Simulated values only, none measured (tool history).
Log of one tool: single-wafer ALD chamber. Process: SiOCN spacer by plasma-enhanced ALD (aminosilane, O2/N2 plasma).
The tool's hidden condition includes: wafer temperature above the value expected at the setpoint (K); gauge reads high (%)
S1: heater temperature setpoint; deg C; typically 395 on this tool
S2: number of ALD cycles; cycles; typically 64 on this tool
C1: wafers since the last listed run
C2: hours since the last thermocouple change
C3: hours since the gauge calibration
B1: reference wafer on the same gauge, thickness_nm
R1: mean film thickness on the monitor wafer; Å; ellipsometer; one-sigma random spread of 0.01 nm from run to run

run   hour   S1  S2   C1      C2     C3     B1     R1
  1      0  395  64    0   901.4  213.9   4.87  40.85
  2    9.6  395  64   43     911  223.5  4.865   40.9
  3   22.9  395  64   60   924.3  236.8  4.868  40.76
  4   30.9  392  64   36   932.3  244.8   4.87  40.91
  5     47  392  64   73   948.4  260.9  4.874  40.87
  6   57.2  395  64   46   958.6  271.1  4.876  40.79
  7   64.8  395  64   34   966.2  278.7  4.876  40.95
  8   71.5  395  64   30   972.9  285.4  4.882  40.84
  9   84.3  395  64   58   985.7  298.2   4.88  40.92
 10   99.7  395  64   70  1001.1  313.6  4.883  40.99
 11  112.8  395  64   59  1014.2  326.7  4.882  40.97
 12  129.4  395  59   75  1030.8  343.3  4.888  37.78
 13  139.5  391  69   46  1040.9  353.4  4.888  44.18
 14  148.1  395  57   39  1049.5    362  4.887  36.52
 15  158.3  395  58   46  1059.7  372.2  4.891  37.07
 16  166.1  385  54   35  1067.5    380  4.887  34.66
 17  176.8  388  64   48  1078.2  390.7  4.887  40.95
 18  219.5  388  64  194  1120.9  433.4  4.891     41
 19  226.1  388  64   30  1127.5    440  4.889  41.12
 20  234.3  395  64   37  1135.7  448.2  4.895  41.13
 21  242.8  408  68   38  1144.2  456.7  4.892  42.53
 22  269.9  405  57  123  1171.3  483.8  4.893  35.95
     283.7  -- thermocouple changed; heater temperature recalibrated
 23  284.2  395  64   28     0.5  498.1  4.895  41.06
 24    287  395  64   12     3.3  500.9  4.894  41.02
 25  298.4  390  59   52    14.7  512.3  4.896  38.07
 26  310.9  404  77   57    27.2  524.8  4.896  48.98
 27  325.2  401  75   65    41.5  539.1  4.897  47.78
 28  332.4  395  51   32    48.7  546.3  4.895  32.69
       337  -- gauge calibrated
 29    342  402  73   43    58.3      5  4.781  45.58
 30  359.7  383  71   80      76   22.7  4.792  44.64
 31  367.4  395  64   35    83.7   30.4  4.797  40.41
 32  377.3  402  59   45    93.6   40.3  4.803  36.84
 33  383.4  401  53   27    99.7   46.4  4.803  33.22
 34  392.2  386  55   40   108.5   55.2  4.811  34.63
 35  409.1  386  53   77   125.4   72.1  4.817  33.51
 36  426.8  383  57   80   143.1   89.8  4.823  36.08
 37  442.1  395  64   69   158.4  105.1  4.832  40.54
 38  455.2  401  75   59   171.5  118.2  4.831  47.27
 39  472.1  399  61   77   188.4  135.1  4.837  38.64
 40  478.4  395  64   28   194.7  141.4  4.839  40.48
 41  486.5  395  64   36   202.8  149.5  4.844  40.54

Take each entry between the runs: how does the hidden state at the last listed run before it differ from the hidden state at the first listed run after it?
In the gap between runs 22 and 23: thermocouple changed; heater temperature recalibrated (hour 283.7)
  gauge reads high (%): 2.4 -> 2.42
  measured less the result without the state, R1: +0.84 -> +0.97 Å
In the gap between runs 28 and 29: gauge calibrated (hour 337)
  gauge reads high (%): 2.46 -> 0.0433
  measured less the result without the state, R1: +0.78 -> +0.02 Å

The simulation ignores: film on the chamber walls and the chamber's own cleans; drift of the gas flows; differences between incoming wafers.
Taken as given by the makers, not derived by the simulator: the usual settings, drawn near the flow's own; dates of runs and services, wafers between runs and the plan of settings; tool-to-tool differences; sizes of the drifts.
